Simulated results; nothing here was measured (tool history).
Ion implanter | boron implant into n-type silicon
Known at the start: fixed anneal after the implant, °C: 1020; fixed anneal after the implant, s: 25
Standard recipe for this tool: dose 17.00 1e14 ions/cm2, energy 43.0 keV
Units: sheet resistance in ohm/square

run,hour,dose,energy,wafers since the last listed run,hours since the last dose calibration,hours since the extraction supply was calibrated,hours since the gauge calibration,"read-back reference wafer on the same gauge, sheet resistance",sheet resistance
1,0.0,14.60,43.0,0,866.7,1615.1,524.9,74.88,82.88
# hour 5.0: Faraday cup replaced and dose calibrated
2,54.6,14.60,43.0,837,49.6,1669.7,579.5,75.18,84.57
3,118.9,14.60,43.0,1085,113.9,1734.0,643.8,75.20,83.39
4,161.0,17.00,43.0,710,156.0,1776.1,685.9,75.14,73.93
5,259.5,17.00,43.0,1662,254.5,1874.6,784.4,75.21,74.48
6,308.6,17.00,43.0,828,303.6,1923.7,833.5,75.13,73.76
7,351.5,17.00,43.0,724,346.5,1966.6,876.4,75.10,73.58
8,446.5,17.00,43.0,1603,441.5,2061.6,971.4,75.07,73.17
9,547.2,17.00,43.0,1699,542.2,2162.3,1072.1,75.13,73.76
# hour 598.1: extraction supply calibrated
10,613.3,17.00,43.0,980,608.3,15.2,1138.2,75.07,73.21
11,712.3,14.60,43.0,1670,707.3,114.2,1237.2,74.93,82.52
12,772.7,20.39,43.0,1019,767.7,174.6,1297.6,75.28,63.03
# hour 829.1: gauge calibrated
13,855.6,21.17,36.0,1399,850.6,257.5,26.5,75.14,63.08
14,927.8,17.00,43.0,1218,922.8,329.7,98.7,75.10,73.09
# hour 962.3: Faraday cup replaced and dose calibrated
15,1001.7,20.88,49.0,1112,39.4,403.6,172.6,75.08,61.40
16,1055.4,17.00,30.5,906,93.1,457.3,226.3,75.06,76.49
17,1135.0,17.00,55.0,1343,172.7,536.9,305.9,75.05,72.18
18,1188.1,21.10,34.0,896,225.8,590.0,359.0,75.13,63.50
19,1258.4,14.20,55.5,1186,296.1,660.3,429.3,75.32,84.82
20,1428.1,19.15,57.0,2864,465.8,830.0,599.0,75.14,65.03

How would selected steps in sheet resistance from run to run divide? Give the signed amount a tool lacking its hidden state would still show from settings, what came in and random variation, and the signed amount left for the hidden state, including any gauge scatter that is not in both of the compared results.
Hidden conditions of the tool in this case: deviation of the true dose from the Faraday cup's reading, %; deviation of the true energy from its setpoint, %; gauge reads high (%).
Run 1 -> 2: Faraday cup replaced and dose calibrated. sheet resistance +1.69 ohm/square: hidden state +1.51, all else +0.18.
Run 14 -> 15: dose 17.00 -> 20.88, energy 43.0 -> 49.0, Faraday cup replaced and dose calibrated. sheet resistance -11.69 ohm/square: hidden state +1.48, all else -13.17.
Run 18 -> 19: dose 21.10 -> 14.20, energy 34.0 -> 55.5. sheet resistance +21.32 ohm/square: hidden state -0.19, all else +21.51.
Run 19 -> 20: dose 14.20 -> 19.15, energy 55.5 -> 57.0. sheet resistance -19.79 ohm/square: hidden state -0.15, all else -19.64.

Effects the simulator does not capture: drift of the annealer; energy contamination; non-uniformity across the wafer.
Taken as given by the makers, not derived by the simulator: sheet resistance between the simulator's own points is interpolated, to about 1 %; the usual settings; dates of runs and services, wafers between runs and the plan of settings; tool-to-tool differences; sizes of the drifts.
